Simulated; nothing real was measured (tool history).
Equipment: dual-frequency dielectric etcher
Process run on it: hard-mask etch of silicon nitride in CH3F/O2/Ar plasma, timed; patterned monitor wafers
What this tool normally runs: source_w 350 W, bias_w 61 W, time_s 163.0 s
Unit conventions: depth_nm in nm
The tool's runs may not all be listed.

run,hour,source_w,bias_w,time_s,"read-back reference wafer on the same gauge, depth_nm",depth_nm
1,0.0,350,61,145.5,116.0,92.5
2,69.1,300,61,181.5,116.0,110.6
# hour 108.9: wet clean of the chamber
3,115.5,350,61,163.0,116.0,102.2
4,178.0,350,61,163.0,116.0,102.3
5,221.2,350,61,163.0,116.0,101.9
# hour 313.7: bias power generator calibrated
6,344.3,350,64,163.0,116.0,106.6
7,397.5,350,64,163.0,116.0,106.1
8,448.0,390,61,163.0,116.0,107.8
9,472.2,350,61,197.0,116.0,126.2
10,510.7,350,61,197.0,116.0,125.4
11,541.8,350,61,163.0,116.0,104.2
12,581.1,350,57,208.0,116.0,129.1
13,635.4,350,61,138.0,116.0,88.6
# hour 679.2: gauge calibrated
14,702.9,430,66,130.5,116.0,92.0
15,750.6,350,61,163.0,116.1,105.1
# hour 776.9: wet clean of the chamber
16,785.1,350,61,195.0,116.0,122.8
17,903.8,270,51,197.0,116.0,108.0
18,945.4,350,61,163.0,116.0,102.9
19,972.9,270,75,144.5,116.0,91.9
20,1028.0,350,61,187.0,116.0,118.1
# hour 1076.8: source power generator calibrated
# hour 1081.1: upper electrode replaced
21,1081.6,350,61,163.0,116.0,102.9
22,1144.2,290,47,144.5,116.0,78.5
23,1172.2,350,61,163.0,116.0,103.3
24,1229.5,390,75,124.5,116.0,88.3
# hour 1288.5: wet clean of the chamber
25,1406.9,350,67,122.0,116.1,79.4
26,1453.8,380,55,163.0,116.0,100.9
27,1517.8,270,61,163.0,115.9,95.7
28,1556.1,350,61,163.0,116.0,102.9
29,1584.4,350,61,163.0,116.0,102.9
30,1624.5,350,61,163.0,115.9,103.4

What was the tool's hidden state at every run in the log?
source power that arrives over what is set, %: 0 in every run
gauge reads high (%): 0 in every run
H1: etch rate over this chamber's usual, %
H2: bias power that arrives over what is set, %
run,H1,H2
1,1.34,-3.61
2,1.53,-3.65
3,0.0871,-3.67
4,0.263,-3.69
5,0.385,-3.71
6,0.732,-0.414
7,0.882,-0.656
8,1.02,-0.875
9,1.09,-0.977
10,1.2,-1.13
11,1.29,-1.26
12,1.4,-1.41
13,1.55,-1.61
14,1.74,-1.84
15,1.88,-2
16,-0.0814,-2.11
17,0.253,-2.46
18,0.371,-2.57
19,0.448,-2.65
20,0.604,-2.79
21,0.755,-2.92
22,0.931,-3.06
23,1.01,-3.12
24,1.17,-3.25
25,0.595,-3.59
26,0.727,-3.67
27,0.908,-3.78
28,1.02,-3.84
29,1.1,-3.88
30,1.21,-3.94

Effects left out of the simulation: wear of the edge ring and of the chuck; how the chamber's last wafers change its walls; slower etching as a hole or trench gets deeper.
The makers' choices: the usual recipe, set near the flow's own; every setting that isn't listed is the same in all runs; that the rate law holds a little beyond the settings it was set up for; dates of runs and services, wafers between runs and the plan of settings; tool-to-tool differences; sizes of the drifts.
